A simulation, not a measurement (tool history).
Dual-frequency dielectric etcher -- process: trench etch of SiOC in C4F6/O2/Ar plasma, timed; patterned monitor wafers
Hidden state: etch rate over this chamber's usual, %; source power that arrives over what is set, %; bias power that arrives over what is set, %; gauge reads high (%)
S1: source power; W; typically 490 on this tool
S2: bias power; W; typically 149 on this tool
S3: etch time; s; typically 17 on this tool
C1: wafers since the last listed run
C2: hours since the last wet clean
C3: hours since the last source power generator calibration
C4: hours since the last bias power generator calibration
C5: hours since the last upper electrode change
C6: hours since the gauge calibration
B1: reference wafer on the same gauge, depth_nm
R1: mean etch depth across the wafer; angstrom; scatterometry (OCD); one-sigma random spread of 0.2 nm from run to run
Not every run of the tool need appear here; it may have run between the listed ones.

| run | hour | S1 | S2 | S3 | C1 | C2 | C3 | C4 | C5 | C6 | B1 | R1 |
|---|---|---|---|---|---|---|---|---|---|---|---|---|
| 1 | 0 | 460 | 149 | 20.5 | 0 | 126.6 | 2933.2 | 799.8 | 2497.6 | 1068 | 39 | 399.5 |
| 2 | 62.4 | 460 | 149 | 20.5 | 854 | 189 | 2995.6 | 862.2 | 2560 | 1130.4 | 38.97 | 395.9 |
| 3 | 157.4 | 490 | 149 | 17 | 1300 | 284 | 3090.6 | 957.2 | 2655 | 1225.4 | 38.95 | 340 |
| 4 | 201.3 | 490 | 149 | 17 | 600 | 327.9 | 3134.5 | 1001.1 | 2698.9 | 1269.3 | 38.92 | 337.8 |
| 5 | 256.8 | 490 | 149 | 17 | 759 | 383.4 | 3190 | 1056.6 | 2754.4 | 1324.8 | 38.97 | 341.2 |
| 6 | 345.2 | 520 | 149 | 17 | 1209 | 471.8 | 3278.4 | 1145 | 2842.8 | 1413.2 | 38.99 | 348.1 |
| 7 | 440.6 | 490 | 149 | 13.5 | 1305 | 567.2 | 3373.8 | 1240.4 | 2938.2 | 1508.6 | 38.93 | 269 |
|  | 478.8 | wet clean of the chamber |
| 8 | 749.4 | 490 | 149 | 13.5 | 3898 | 270.6 | 3682.6 | 1549.2 | 3247 | 1817.4 | 38.98 | 265.5 |
|  | 804.7 | source power generator calibrated |
|  | 836.3 | upper electrode replaced |
|  | 850.5 | gauge calibrated |
| 9 | 855.5 | 490 | 173 | 17 | 1068 | 376.7 | 50.8 | 1655.3 | 19.2 | 5 | 39 | 356.3 |
|  | 908.7 | bias power generator calibrated |
| 10 | 1027.7 | 490 | 149 | 17 | 2302 | 548.9 | 223 | 119 | 191.4 | 177.2 | 38.97 | 341.6 |
|  | 1067 | wet clean of the chamber |
| 11 | 1090.2 | 490 | 130 | 17 | 526 | 23.2 | 285.5 | 181.5 | 253.9 | 239.7 | 38.91 | 320.5 |
| 12 | 1188.9 | 490 | 149 | 17 | 1350 | 121.9 | 384.2 | 280.2 | 352.6 | 338.4 | 38.99 | 342.4 |
| 13 | 1240.7 | 490 | 149 | 17 | 708 | 173.7 | 436 | 332 | 404.4 | 390.2 | 38.97 | 343.8 |
| 14 | 1309 | 390 | 149 | 21.5 | 934 | 242 | 504.3 | 400.3 | 472.7 | 458.5 | 39.08 | 379.3 |
| 15 | 1397.5 | 570 | 177 | 15 | 1211 | 330.5 | 592.8 | 488.8 | 561.2 | 547 | 38.96 | 350.7 |
| 16 | 1458.4 | 520 | 130 | 19 | 833 | 391.4 | 653.7 | 549.7 | 622.1 | 607.9 | 39.05 | 371.3 |
| 17 | 1506.3 | 530 | 120 | 17 | 655 | 439.3 | 701.6 | 597.6 | 670 | 655.8 | 39.04 | 324.7 |
|  | 1551.8 | wet clean of the chamber |
| 18 | 1604.5 | 490 | 149 | 17 | 1015 | 52.7 | 799.8 | 695.8 | 768.2 | 754 | 38.94 | 340.4 |
| 19 | 1699.7 | 490 | 149 | 15 | 1303 | 147.9 | 895 | 791 | 863.4 | 849.2 | 38.97 | 299.2 |
| 20 | 1912.4 | 600 | 132 | 17 | 2911 | 360.6 | 1107.7 | 1003.7 | 1076.1 | 1061.9 | 38.99 | 358.1 |
| 21 | 1995.1 | 530 | 133 | 17 | 1131 | 443.3 | 1190.4 | 1086.4 | 1158.8 | 1144.6 | 38.99 | 338 |

For each entry between runs, how does the tool's hidden state at the last listed run before it compare with that at the first listed run after it?
Run 7 -> run 8: wet clean of the chamber (hour 478.8)
  bias power that arrives over what is set, %: -3.74 -> -4.72
  measured less the result without the state, R1: -4.3 -> -5.3 angstrom
Run 8 -> run 9: source power generator calibrated (hour 804.7); upper electrode replaced (hour 836.3); gauge calibrated (hour 850.5)
  bias power that arrives over what is set, %: -4.72 -> -5.05
  measured less the result without the state, R1: -5.3 -> -8.1 angstrom
Run 9 -> run 10: bias power generator calibrated (hour 908.7)
  bias power that arrives over what is set, %: -5.05 -> -0.295
  measured less the result without the state, R1: -8.1 -> -0.4 angstrom
Run 10 -> run 11: wet clean of the chamber (hour 1067)
  bias power that arrives over what is set, %: -0.295 -> -0.492
  measured less the result without the state, R1: -0.4 -> -0.6 angstrom
Run 17 -> run 18: wet clean of the chamber (hour 1551.8)
  bias power that arrives over what is set, %: -1.81 -> -2.12
  measured less the result without the state, R1: -2.2 -> -3 angstrom
